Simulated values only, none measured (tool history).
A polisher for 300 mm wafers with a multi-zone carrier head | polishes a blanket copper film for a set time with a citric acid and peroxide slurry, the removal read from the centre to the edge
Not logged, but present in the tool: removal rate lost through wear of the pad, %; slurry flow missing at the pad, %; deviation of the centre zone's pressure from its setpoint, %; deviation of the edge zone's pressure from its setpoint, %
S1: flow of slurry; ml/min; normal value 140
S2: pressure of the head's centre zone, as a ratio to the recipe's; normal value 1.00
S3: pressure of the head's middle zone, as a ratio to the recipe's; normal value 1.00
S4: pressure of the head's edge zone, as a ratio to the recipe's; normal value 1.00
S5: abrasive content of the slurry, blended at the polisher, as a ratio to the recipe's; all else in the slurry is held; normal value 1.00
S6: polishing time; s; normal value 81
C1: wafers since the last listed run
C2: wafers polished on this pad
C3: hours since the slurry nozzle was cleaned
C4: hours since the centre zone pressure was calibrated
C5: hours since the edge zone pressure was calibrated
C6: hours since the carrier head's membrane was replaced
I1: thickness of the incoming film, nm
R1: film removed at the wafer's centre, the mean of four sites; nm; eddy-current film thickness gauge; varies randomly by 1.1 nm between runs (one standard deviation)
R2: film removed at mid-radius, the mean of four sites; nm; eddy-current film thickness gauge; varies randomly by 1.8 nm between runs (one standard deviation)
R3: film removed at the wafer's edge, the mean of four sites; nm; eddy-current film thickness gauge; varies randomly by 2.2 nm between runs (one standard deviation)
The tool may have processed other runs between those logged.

run	day	S1	S2	S3	S4	S5	S6	C1	C2	C3	C4	C5	C6	I1	R1	R2	R3
1	0.000	140	1.00	1.00	1.00	1.00	81	0	335	662.1	988.0	45.1	1662.8	882.3	149.9	147.9	148.6
2	0.708	140	1.00	1.05	1.08	1.00	81	138	474	679.1	1005.0	62.1	1679.8	871.8	150.7	157.6	163.2
3	1.200	140	1.00	1.00	1.00	1.00	81	96	570	690.9	1016.8	73.9	1691.6	855.7	152.3	151.0	152.8
# day 2.388: slurry nozzle cleaned
# day 2.496: worn pad replaced by a new one
4	2.871	125	1.00	0.92	1.00	0.70	57	297	73	11.6	1056.9	114.0	1731.7	869.7	98.0	90.3	98.5
# day 3.517: centre zone pressure recalibrated
5	4.062	140	1.05	1.00	1.00	1.00	81	216	290	40.2	13.1	142.6	1760.3	858.6	159.9	152.7	151.5
6	4.342	90	1.00	1.00	1.00	0.70	81	54	344	46.9	19.8	149.3	1767.0	851.2	123.5	124.7	132.8
7	4.796	140	1.00	1.00	0.96	1.00	81	88	433	57.8	30.7	160.2	1777.9	856.6	152.1	151.5	149.7
# day 5.071: carrier head's membrane replaced by a new one
8	5.221	115	1.00	1.00	1.00	0.75	81	42	476	68.0	40.9	170.4	3.6	853.4	137.7	138.1	137.3
9	5.779	140	0.94	1.00	1.00	1.00	81	109	585	81.4	54.3	183.8	17.0	868.1	143.4	148.7	149.7
10	6.250	105	1.05	1.00	1.00	1.00	94	92	677	92.7	65.6	195.1	28.3	877.9	170.3	162.8	171.6
11	6.683	140	1.00	1.00	1.00	1.00	98	84	762	103.1	76.0	205.5	38.7	875.6	182.9	183.2	188.9
# day 7.267: worn pad replaced by a new one
12	7.288	140	1.00	1.00	0.89	1.00	105	85	3	117.6	90.5	220.0	53.2	869.6	199.8	195.4	188.9
13	7.571	140	1.00	1.09	1.09	1.00	81	55	59	124.4	97.3	226.8	60.0	885.3	152.9	162.8	159.5
14	8.279	140	0.91	1.11	1.10	1.00	96	138	198	141.4	114.3	243.8	77.0	864.2	162.4	201.0	184.6
15	9.017	140	1.00	1.00	1.00	1.00	81	144	342	159.1	132.0	261.5	94.7	862.3	152.8	151.6	157.3
16	9.767	105	1.05	1.00	1.00	1.00	94	146	489	177.1	150.0	279.5	112.7	866.3	170.4	161.4	169.9
17	10.396	115	0.95	0.95	1.00	1.00	81	123	612	192.2	165.1	294.6	127.8	869.1	136.4	136.5	146.6
18	11.458	140	0.96	0.90	1.00	1.00	81	208	820	217.7	190.6	320.1	153.3	855.0	145.4	136.0	152.6
# day 11.842: worn pad replaced by a new one
19	11.996	140	1.00	1.00	1.00	1.00	81	72	29	230.6	203.5	333.0	166.2	874.2	151.0	152.5	150.4
20	12.500	140	1.00	1.09	1.00	1.00	81	98	128	242.7	215.6	345.1	178.3	871.5	153.2	165.5	148.6
21	13.083	140	1.00	0.90	1.07	1.00	81	114	242	256.7	229.6	359.1	192.3	870.5	153.9	138.7	155.8

Branching from run 21: 5 alternative next runs. What would each branch give?
A	13.100	140	1.00	1.00	1.00	1.00	64	3	246	257.1	230.0	359.5	192.7	865.5	?	?	?
B	13.100	140	1.08	1.00	1.06	1.00	81	3	246	257.1	230.0	359.5	192.7	865.5	?	?	?
C	13.100	140	1.09	0.93	1.00	1.20	81	3	246	257.1	230.0	359.5	192.7	865.5	?	?	?
D	13.100	140	1.06	0.92	1.00	1.00	64	3	246	257.1	230.0	359.5	192.7	865.5	?	?	?
E	13.100	140	1.11	1.11	0.97	0.90	81	3	246	257.1	230.0	359.5	192.7	865.5	?	?	?

run	R1	R2	R3
A	122.0	118.0	121.9
B	166.8	149.3	158.7
C	174.1	145.3	159.7
D	129.3	110.0	122.0
E	168.4	160.1	148.9
Stripped of hidden state, with their random variation kept, the same runs would have yielded:
run	R1	R2	R3
A	122.0	118.0	121.9
B	166.8	149.3	158.7
C	174.1	145.3	159.7
D	129.3	110.0	122.0
E	168.4	160.1	148.9

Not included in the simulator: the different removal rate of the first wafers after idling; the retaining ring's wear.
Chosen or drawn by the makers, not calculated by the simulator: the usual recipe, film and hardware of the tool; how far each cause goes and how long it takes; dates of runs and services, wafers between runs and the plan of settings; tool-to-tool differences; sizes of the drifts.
